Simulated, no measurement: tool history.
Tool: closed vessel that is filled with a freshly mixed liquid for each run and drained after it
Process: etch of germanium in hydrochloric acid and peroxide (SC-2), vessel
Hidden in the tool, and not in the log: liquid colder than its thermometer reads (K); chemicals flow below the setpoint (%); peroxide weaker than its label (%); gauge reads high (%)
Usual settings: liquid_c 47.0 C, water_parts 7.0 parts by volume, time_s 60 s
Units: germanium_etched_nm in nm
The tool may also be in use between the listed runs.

run	hour	liquid_c	water_parts	time_s	wafers since the last listed run	hours since the thermometer was replaced	hours since the chemicals flow meter was replaced	hours since the drum of peroxide was connected	hours since the gauge calibration	read-back film thickness of the germanium reference wafer, read on the same gauge (nm)	germanium_etched_nm
1	0.0	41.0	7.0	60	0	1055.9	512.8	267.3	271.2	120.02	169.39
2	95.3	41.0	7.0	60	7303	1151.2	608.1	362.6	366.5	119.99	167.89
3	132.4	41.0	7.0	60	2843	1188.3	645.2	399.7	403.6	119.99	167.54
4	208.3	47.0	7.0	60	5816	1264.2	721.1	475.6	479.5	120.01	204.66
5	267.4	51.5	7.0	60	4528	1323.3	780.2	534.7	538.6	119.96	237.18
6	326.2	47.0	7.0	60	4505	1382.1	839.0	593.5	597.4	120.01	204.63
7	381.7	47.0	7.0	60	4253	1437.6	894.5	649.0	652.9	120.02	205.50
# hour 430.0: chemicals flow meter replaced
8	462.7	47.0	7.0	60	6130	1518.6	32.7	730.0	733.9	120.01	204.86
9	535.3	47.0	7.0	60	5563	1591.2	105.3	802.6	806.5	119.97	205.22
10	579.7	47.0	5.5	60	3402	1635.6	149.7	847.0	850.9	120.01	206.76
11	664.2	47.0	5.0	60	6475	1720.1	234.2	931.5	935.4	120.03	206.78

The next listed run, before its measurement:
# hour 693.0: gauge calibrated
12	711.8	38.5	7.0	90	3647	1767.7	281.8	979.1	18.8	?	?

read-back film thickness of the germanium reference wafer, read on the same gauge (nm): 119.98
germanium_etched_nm: 228.76 nm
Without the tool's hidden state the same run would have given germanium_etched_nm 236.40 nm.
